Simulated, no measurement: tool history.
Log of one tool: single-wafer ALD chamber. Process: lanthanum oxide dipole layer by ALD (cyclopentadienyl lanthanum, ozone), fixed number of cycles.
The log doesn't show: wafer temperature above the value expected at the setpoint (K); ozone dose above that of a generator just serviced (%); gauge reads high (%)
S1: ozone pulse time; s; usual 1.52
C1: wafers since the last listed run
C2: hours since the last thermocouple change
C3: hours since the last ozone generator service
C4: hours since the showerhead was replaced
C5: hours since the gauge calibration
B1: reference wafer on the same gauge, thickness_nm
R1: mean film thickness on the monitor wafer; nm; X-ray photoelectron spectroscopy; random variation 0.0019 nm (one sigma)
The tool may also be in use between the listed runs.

run 1 day=0 | S1=1.37 | C1=0 C2=2512.3 C3=202 C4=7558.6 C5=55.8 | B1=0.624 | R1=0.587
run 2 day=2.733 | S1=1.37 | C1=816 C2=2577.9 C3=267.6 C4=7624.2 C5=121.4 | B1=0.624 | R1=0.581
run 3 day=3.304 | S1=1.37 | C1=170 C2=2591.6 C3=281.3 C4=7637.9 C5=135.1 | B1=0.624 | R1=0.582
run 4 day=4.392 | S1=1.82 | C1=325 C2=2617.7 C3=307.4 C4=7664 C5=161.2 | B1=0.624 | R1=0.607
run 5 day=5.038 | S1=1.52 | C1=193 C2=2633.2 C3=322.9 C4=7679.5 C5=176.7 | B1=0.624 | R1=0.593
run 6 day=5.879 | S1=1.52 | C1=251 C2=2653.4 C3=343.1 C4=7699.7 C5=196.9 | B1=0.624 | R1=0.596
run 7 day=7.308 | S1=1.52 | C1=427 C2=2687.7 C3=377.4 C4=7734 C5=231.2 | B1=0.623 | R1=0.595
run 8 day=8.762 | S1=1.81 | C1=434 C2=2722.6 C3=412.3 C4=7768.9 C5=266.1 | B1=0.625 | R1=0.61
run 9 day=10.062 | S1=1.81 | C1=388 C2=2753.8 C3=443.5 C4=7800.1 C5=297.3 | B1=0.624 | R1=0.61
-- day=10.467 gauge calibrated
-- day=11.483 ozone generator serviced
run 10 day=11.504 | S1=1.81 | C1=331 C2=2788.4 C3=0.5 C4=7834.7 C5=24.9 | B1=0.625 | R1=0.607
run 11 day=11.804 | S1=1.52 | C1=89 C2=2795.6 C3=7.7 C4=7841.9 C5=32.1 | B1=0.624 | R1=0.596
run 12 day=13.012 | S1=1.52 | C1=361 C2=2824.6 C3=36.7 C4=7870.9 C5=61.1 | B1=0.623 | R1=0.595
run 13 day=13.825 | S1=1.52 | C1=242 C2=2844.1 C3=56.2 C4=7890.4 C5=80.6 | B1=0.624 | R1=0.595
run 14 day=14.567 | S1=1.32 | C1=221 C2=2861.9 C3=74 C4=7908.2 C5=98.4 | B1=0.624 | R1=0.581
-- day=16.217 showerhead replaced
-- day=16.392 thermocouple changed; heater temperature recalibrated
run 15 day=16.412 | S1=1.52 | C1=399 C2=0.5 C3=118.3 C4=4.7 C5=142.7 | B1=0.624 | R1=0.595
run 16 day=16.833 | S1=1.37 | C1=125 C2=10.6 C3=128.4 C4=14.8 C5=152.8 | B1=0.625 | R1=0.584
run 17 day=17.854 | S1=1.52 | C1=305 C2=35.1 C3=152.9 C4=39.3 C5=177.3 | B1=0.624 | R1=0.594
run 18 day=18.862 | S1=1.28 | C1=301 C2=59.3 C3=177.1 C4=63.5 C5=201.5 | B1=0.624 | R1=0.574
run 19 day=19.971 | S1=2.09 | C1=331 C2=85.9 C3=203.7 C4=90.1 C5=228.1 | B1=0.624 | R1=0.611
run 20 day=21.283 | S1=1.76 | C1=392 C2=117.4 C3=235.2 C4=121.6 C5=259.6 | B1=0.624 | R1=0.606
run 21 day=22.542 | S1=1.71 | C1=376 C2=147.6 C3=265.4 C4=151.8 C5=289.8 | B1=0.624 | R1=0.605
-- day=23.242 gauge calibrated
run 22 day=24.004 | S1=2.1 | C1=437 C2=182.7 C3=300.5 C4=186.9 C5=18.3 | B1=0.624 | R1=0.612
run 23 day=24.825 | S1=1.52 | C1=245 C2=202.4 C3=320.2 C4=206.6 C5=38 | B1=0.624 | R1=0.595
run 24 day=26.088 | S1=1.22 | C1=377 C2=232.7 C3=350.5 C4=236.9 C5=68.3 | B1=0.625 | R1=0.572
run 25 day=27.467 | S1=1.52 | C1=412 C2=265.8 C3=383.6 C4=270 C5=101.4 | B1=0.625 | R1=0.597
run 26 day=28.808 | S1=1.11 | C1=401 C2=298 C3=415.8 C4=302.2 C5=133.6 | B1=0.623 | R1=0.557
run 27 day=29.396 | S1=1.83 | C1=175 C2=312.1 C3=429.9 C4=316.3 C5=147.7 | B1=0.624 | R1=0.609

3 ways to go on from here, each from the tool as it stands after run 27. What would each give?
run A day=29.412 | S1=1.52 | C1=4 C2=312.5 C3=430.3 C4=316.7 C5=148.1 | B1=? | R1=?
run B day=29.412 | S1=1.92 | C1=4 C2=312.5 C3=430.3 C4=316.7 C5=148.1 | B1=? | R1=?
run C day=29.412 | S1=1.31 | C1=4 C2=312.5 C3=430.3 C4=316.7 C5=148.1 | B1=? | R1=?

run=A B1=0.624 R1=0.596
run=B B1=0.624 R1=0.612
run=C B1=0.624 R1=0.581
Without the tool's hidden state the same runs would have given:
run=A R1=0.596
run=B R1=0.612
run=C R1=0.581
